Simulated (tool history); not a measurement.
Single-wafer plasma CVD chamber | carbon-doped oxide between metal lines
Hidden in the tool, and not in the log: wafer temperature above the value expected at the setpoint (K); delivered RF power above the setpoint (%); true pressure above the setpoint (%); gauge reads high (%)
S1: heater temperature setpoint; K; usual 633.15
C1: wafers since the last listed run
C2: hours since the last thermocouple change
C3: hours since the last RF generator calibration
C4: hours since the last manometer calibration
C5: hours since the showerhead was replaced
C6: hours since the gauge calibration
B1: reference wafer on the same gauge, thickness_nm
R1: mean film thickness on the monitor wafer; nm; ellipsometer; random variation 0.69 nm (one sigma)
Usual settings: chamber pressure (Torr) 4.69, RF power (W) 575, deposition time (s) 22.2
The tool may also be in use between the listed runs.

Run 1, hour 0: usual settings but S1 627.15 K; C1 0; C2 2077.8; C3 360.2; C4 574.3; C5 6783.1; C6 791.1; B1 95.02. Result: R1 118.591 nm.
Run 2, hour 82.8: usual settings but S1 627.15 K; C1 2092; C2 2160.6; C3 443; C4 657.1; C5 6865.9; C6 873.9; B1 94.974. Result: R1 119.028 nm.
Run 3, hour 123: usual settings; C1 1016; C2 2200.8; C3 483.2; C4 697.3; C5 6906.1; C6 914.1; B1 94.988. Result: R1 116.402 nm.
Run 4, hour 426.2: usual settings; C1 7663; C2 2504; C3 786.4; C4 1000.5; C5 7209.3; C6 1217.3; B1 94.936. Result: R1 115.597 nm.
Run 5, hour 474.8: usual settings; C1 1228; C2 2552.6; C3 835; C4 1049.1; C5 7257.9; C6 1265.9; B1 95.022. Result: R1 115.815 nm.
Run 6, hour 523: usual settings; C1 1218; C2 2600.8; C3 883.2; C4 1097.3; C5 7306.1; C6 1314.1; B1 95.024. Result: R1 114.299 nm.
At hour 531.5: thermocouple changed; heater temperature recalibrated.
At hour 537.1: showerhead replaced, of another model than before.
Run 7, hour 629.2: usual settings; C1 2340; C2 97.7; C3 989.4; C4 1203.5; C5 92.1; C6 1420.3; B1 95.067. Result: R1 115.976 nm.
Run 8, hour 666: usual settings; C1 930; C2 134.5; C3 1026.2; C4 1240.3; C5 128.9; C6 1457.1; B1 94.958. Result: R1 116.079 nm.
Run 9, hour 715.1: usual settings; C1 1241; C2 183.6; C3 1075.3; C4 1289.4; C5 178; C6 1506.2; B1 94.925. Result: R1 116.056 nm.
Run 10, hour 816.6: usual settings; C1 2565; C2 285.1; C3 1176.8; C4 1390.9; C5 279.5; C6 1607.7; B1 95.035. Result: R1 113.998 nm.
Run 11, hour 921: usual settings; C1 2638; C2 389.5; C3 1281.2; C4 1495.3; C5 383.9; C6 1712.1; B1 95.026. Result: R1 114.814 nm.
At hour 1019.9: RF generator calibrated.
Run 12, hour 1026.1: usual settings but S1 625.15 K, chamber pressure (Torr) 4.18; C1 2454; C2 494.6; C3 6.2; C4 1600.4; C5 489; C6 1817.2; B1 95.049. Result: R1 118.738 nm.
Run 13, hour 1098.2: usual settings; C1 1822; C2 566.7; C3 78.3; C4 1672.5; C5 561.1; C6 1889.3; B1 95.039. Result: R1 117.892 nm.
Run 14, hour 1155.4: usual settings but S1 647.15 K, RF power (W) 530, deposition time (s) 23.5; C1 1445; C2 623.9; C3 135.5; C4 1729.7; C5 618.3; C6 1946.5; B1 95.04. Result: R1 117.323 nm.
Run 15, hour 1219.1: usual settings but deposition time (s) 24.9; C1 1610; C2 687.6; C3 199.2; C4 1793.4; C5 682; C6 2010.2; B1 94.877. Result: R1 130.664 nm.
Run 16, hour 1272.1: usual settings but S1 647.15 K, RF power (W) 545, deposition time (s) 25; C1 1339; C2 740.6; C3 252.2; C4 1846.4; C5 735; C6 2063.2; B1 94.931. Result: R1 125.737 nm.
At hour 1286.7: capacitance manometer re-zeroed and calibrated.
Run 17, hour 1311.7: usual settings but chamber pressure (Torr) 5.68, deposition time (s) 18.7; C1 798; C2 780.2; C3 291.8; C4 25; C5 774.6; C6 2102.8; B1 95.014. Result: R1 100.765 nm.
Run 18, hour 1375.7: usual settings but S1 621.15 K, deposition time (s) 24.9; C1 1617; C2 844.2; C3 355.8; C4 89; C5 838.6; C6 2166.8; B1 95.048. Result: R1 136.066 nm.
At hour 1405.2: gauge calibrated.
Run 19, hour 1467.4: usual settings but S1 644.15 K; C1 2317; C2 935.9; C3 447.5; C4 180.7; C5 930.3; C6 62.2; B1 94.946. Result: R1 114.277 nm.
Run 20, hour 1513.1: usual settings but S1 621.15 K; C1 1155; C2 981.6; C3 493.2; C4 226.4; C5 976; C6 107.9; B1 94.938. Result: R1 119.311 nm.
Run 21, hour 1559.3: usual settings but S1 639.15 K, chamber pressure (Torr) 5.32; C1 1167; C2 1027.8; C3 539.4; C4 272.6; C5 1022.2; C6 154.1; B1 94.931. Result: R1 115.168 nm.
Run 22, hour 1610.8: usual settings but S1 621.15 K, chamber pressure (Torr) 3.78, deposition time (s) 25.4; C1 1301; C2 1079.3; C3 590.9; C4 324.1; C5 1073.7; C6 205.6; B1 94.947. Result: R1 135.415 nm.
Run 23, hour 1662: usual settings but S1 627.15 K, chamber pressure (Torr) 3.7, deposition time (s) 25.2; C1 1294; C2 1130.5; C3 642.1; C4 375.3; C5 1124.9; C6 256.8; B1 95.065. Result: R1 131.673 nm.
Run 24, hour 1708.9: usual settings; C1 1185; C2 1177.4; C3 689; C4 422.2; C5 1171.8; C6 303.7; B1 94.874. Result: R1 117.237 nm.
Run 25, hour 1760.7: usual settings but S1 624.15 K, chamber pressure (Torr) 5.72, RF power (W) 505; C1 1309; C2 1229.2; C3 740.8; C4 474; C5 1223.6; C6 355.5; B1 94.865. Result: R1 116.478 nm.
Run 26, hour 1857.7: usual settings but chamber pressure (Torr) 3.57; C1 2451; C2 1326.2; C3 837.8; C4 571; C5 1320.6; C6 452.5; B1 95.131. Result: R1 113.517 nm.
Run 27, hour 1943.8: usual settings but S1 621.15 K, deposition time (s) 24.9; C1 2176; C2 1412.3; C3 923.9; C4 657.1; C5 1406.7; C6 538.6; B1 95.003. Result: R1 132.048 nm.

Forecast each of these 5 alternatives for the next run:
Run A, hour 1944.2: usual settings but deposition time (s) 20.8; C1 10; C2 1412.7; C3 924.3; C4 657.5; C5 1407.1; C6 539; B1 ?. Result: R1 ?.
Run B, hour 1944.2: usual settings but S1 621.15 K, chamber pressure (Torr) 5.48, RF power (W) 650, deposition time (s) 20.9; C1 10; C2 1412.7; C3 924.3; C4 657.5; C5 1407.1; C6 539; B1 ?. Result: R1 ?.
Run C, hour 1944.2: usual settings but RF power (W) 475, deposition time (s) 21; C1 10; C2 1412.7; C3 924.3; C4 657.5; C5 1407.1; C6 539; B1 ?. Result: R1 ?.
Run D, hour 1944.2: usual settings but S1 629.15 K; C1 10; C2 1412.7; C3 924.3; C4 657.5; C5 1407.1; C6 539; B1 ?. Result: R1 ?.
Run E, hour 1944.2: usual settings but chamber pressure (Torr) 5.38; C1 10; C2 1412.7; C3 924.3; C4 657.5; C5 1407.1; C6 539; B1 ?. Result: R1 ?.

run      B1       R1
  A  94.967  108.807
  B  94.967  118.958
  C  94.967  103.112
  D  94.967  117.098
  E  94.967  117.385
Without the tool's hidden state the same runs would have given:
run       R1
  A  111.226
  B  121.603
  C  105.469
  D  119.702
  E  119.995
